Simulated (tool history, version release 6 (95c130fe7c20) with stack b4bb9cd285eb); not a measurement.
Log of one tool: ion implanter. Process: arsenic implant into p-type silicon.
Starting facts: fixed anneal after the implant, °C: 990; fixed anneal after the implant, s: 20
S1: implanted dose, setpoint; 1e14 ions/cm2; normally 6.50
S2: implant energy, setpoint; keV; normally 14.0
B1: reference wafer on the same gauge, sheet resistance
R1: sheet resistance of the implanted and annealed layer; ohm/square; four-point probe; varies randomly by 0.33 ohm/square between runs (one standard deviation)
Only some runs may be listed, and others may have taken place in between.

run	hour	S1	S2	B1	R1
1	0.0	6.50	14.0	201.99	175.67
2	6.7	6.50	14.0	202.09	176.20
3	19.3	6.50	14.0	201.86	175.88
4	35.3	6.50	14.0	202.06	175.19
5	49.4	6.50	14.0	201.94	175.10
6	92.9	6.50	14.0	202.17	175.10
7	108.4	6.50	14.0	201.90	175.24
8	119.3	6.50	14.0	202.09	174.86
9	126.5	6.00	14.0	201.94	183.36
# hour 136.1: gauge calibrated
10	177.8	6.00	14.0	202.03	183.20
11	190.1	5.93	12.0	202.10	188.44
12	201.6	5.93	12.0	202.01	188.37
13	218.2	5.93	12.0	202.03	187.83
# hour 241.2: extraction supply calibrated
14	241.7	6.50	14.0	201.95	175.22
15	242.0	6.50	11.5	202.09	180.22
16	250.5	5.19	14.0	201.96	200.25
17	260.9	7.10	11.5	201.96	172.26
# hour 270.0: Faraday cup replaced and dose calibrated
18	278.2	5.13	10.5	201.92	214.88
19	287.0	6.50	9.5	202.03	189.29
20	305.0	6.50	14.0	201.88	179.51
21	322.5	4.78	11.0	201.82	224.31
22	347.0	5.13	16.0	202.18	204.41
23	357.4	7.56	14.0	202.11	165.17

Forecast run 24:
24	370.2	6.50	14.0	?	?

{"run 24": {"B1": 202.05, "R1": 179.34}}
Were there no unlogged condition in the tool, this run, its random variation unchanged, would have produced R1 179.50 ohm/square.
